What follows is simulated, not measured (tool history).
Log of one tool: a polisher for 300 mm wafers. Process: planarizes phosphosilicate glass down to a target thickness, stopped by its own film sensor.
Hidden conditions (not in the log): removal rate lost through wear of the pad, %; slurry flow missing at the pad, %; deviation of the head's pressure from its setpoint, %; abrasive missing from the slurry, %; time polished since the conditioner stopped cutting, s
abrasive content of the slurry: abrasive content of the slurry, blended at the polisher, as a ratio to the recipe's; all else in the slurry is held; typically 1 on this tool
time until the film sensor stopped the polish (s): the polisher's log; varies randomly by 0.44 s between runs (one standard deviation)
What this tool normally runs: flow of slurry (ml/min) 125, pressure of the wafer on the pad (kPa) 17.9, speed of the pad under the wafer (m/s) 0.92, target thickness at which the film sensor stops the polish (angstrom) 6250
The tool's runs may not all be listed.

run,hour,flow of slurry (ml/min),pressure of the wafer on the pad (kPa),speed of the pad under the wafer (m/s),abrasive content of the slurry,target thickness at which the film sensor stops the polish (angstrom),wafers since the last listed run,wafers polished on this pad,hours since the slurry nozzle was cleaned,hours since the head pressure was calibrated,hours since the slurry blender was calibrated,hours since the conditioning disc was replaced,"incoming thickness of the incoming film, nm",time until the film sensor stopped the polish (s)
1,0,125,17.9,0.92,1,6250,0,3945,373.1,406.5,422,76.9,957.1,53.6
2,65.4,125,17.9,0.92,1,6250,477,4422,438.5,471.9,487.4,142.3,972.6,57.1
# hour 70.7: worn pad replaced by a new one
# hour 94.5: head pressure recalibrated
3,165.1,125,17.9,0.92,1,6250,683,674,538.2,70.6,587.1,242,981.7,52.5
# hour 179.8: slurry blender recalibrated
# hour 192.7: slurry nozzle cleaned
4,225.9,125,17.9,0.92,1,6250,421,1096,33.2,131.4,46.1,302.8,973.4,50.7
5,279.6,125,17.9,0.92,1,6250,391,1488,86.9,185.1,99.8,356.5,972.6,52.1
6,378.6,125,17.9,1.1,1,6250,722,2210,185.9,284.1,198.8,455.5,966.4,44.3
# hour 398: conditioning disc replaced and pad reconditioned
7,447.5,125,22.8,0.92,1.2,5570,488,2698,254.8,353,267.7,49.5,955.5,45.2
8,505.3,165,17.9,1.06,1.2,6610,421,3120,312.6,410.8,325.5,107.3,970.9,39
9,590.3,85,17.9,1.1,1,7370,620,3740,397.6,495.8,410.5,192.3,976.2,36.1
# hour 646: worn pad replaced by a new one
# hour 647.5: slurry blender recalibrated
10,657.4,125,17.9,1.14,0.75,6250,449,72,464.7,562.9,9.9,259.4,982.3,48.4
# hour 672.8: head pressure recalibrated
# hour 696.5: slurry nozzle cleaned
11,753.5,125,17.9,0.92,1,5880,679,751,57,80.7,106,355.5,970,56.6
12,853.1,160,20.7,1.12,1,6710,726,1478,156.6,180.3,205.6,455.1,977.9,32.2
13,937.6,125,17.9,1.02,1,6910,616,2095,241.1,264.8,290.1,539.6,966.1,37.7
# hour 956.6: conditioning disc replaced and pad reconditioned
14,974,125,17.9,0.92,1,6250,251,2346,277.5,301.2,326.5,17.4,965.2,50.9
15,1056.2,125,17.9,0.92,1.15,5150,599,2946,359.7,383.4,408.7,99.6,979.2,66.4
# hour 1116: slurry blender recalibrated
# hour 1166.2: worn pad replaced by a new one
16,1166.7,125,17.9,0.92,1,5630,762,3,470.2,493.9,50.7,210.1,971,59
# hour 1189.8: slurry nozzle cleaned
# hour 1238.9: head pressure recalibrated
17,1435.1,125,17.9,0.92,1,6250,1936,1940,245.3,196.2,319.1,478.5,970.6,51.9
# hour 1494.1: conditioning disc replaced and pad reconditioned
18,1515.5,170,17.9,0.7,1,5680,572,2512,325.7,276.6,399.5,21.4,991.5,75.7
19,1570.1,125,17.9,0.92,1,6250,398,2910,380.3,331.2,454.1,76,974.7,53.7
20,1607.4,110,17.9,0.76,1,6250,272,3183,417.6,368.5,491.4,113.3,969,63.6
# hour 1662.2: slurry blender recalibrated
21,1714.8,125,17.9,0.92,1,6250,769,3952,525,475.9,52.6,220.7,963.8,53.5
# hour 1741.6: worn pad replaced by a new one
# hour 1785: slurry nozzle cleaned
22,1802.1,165,17.9,0.76,1,5850,600,434,17.1,563.2,139.9,308,971.4,62.3
23,1843.8,125,17.9,0.92,1,6250,304,738,58.8,604.9,181.6,349.7,975.1,50.9
# hour 1856.2: head pressure recalibrated
24,1918.9,125,22.8,0.78,1,5110,533,1271,133.9,62.7,256.7,424.8,965.2,60.6

What if the next run were any one of these 5? Each begins from the tool's condition after run 24:
A,1919.3,125,17.9,0.92,1,5540,2,1274,134.3,63.1,257.1,425.2,963.6,?
B,1919.3,85,11.7,0.92,0.85,6250,2,1274,134.3,63.1,257.1,425.2,963.6,?
C,1919.3,125,12.4,0.92,1,6250,2,1274,134.3,63.1,257.1,425.2,963.6,?
D,1919.3,145,17.9,0.92,1,5630,2,1274,134.3,63.1,257.1,425.2,963.6,?
E,1919.3,90,20.7,0.76,0.75,6250,2,1274,134.3,63.1,257.1,425.2,963.6,?

run,time until the film sensor stopped the polish (s)
A,60.1
B,88.8
C,71.7
D,57
E,60.3
With no hidden state in the tool, these same runs would have given:
run,time until the film sensor stopped the polish (s)
A,59.1
B,87.4
C,70.6
D,56.1
E,59.3

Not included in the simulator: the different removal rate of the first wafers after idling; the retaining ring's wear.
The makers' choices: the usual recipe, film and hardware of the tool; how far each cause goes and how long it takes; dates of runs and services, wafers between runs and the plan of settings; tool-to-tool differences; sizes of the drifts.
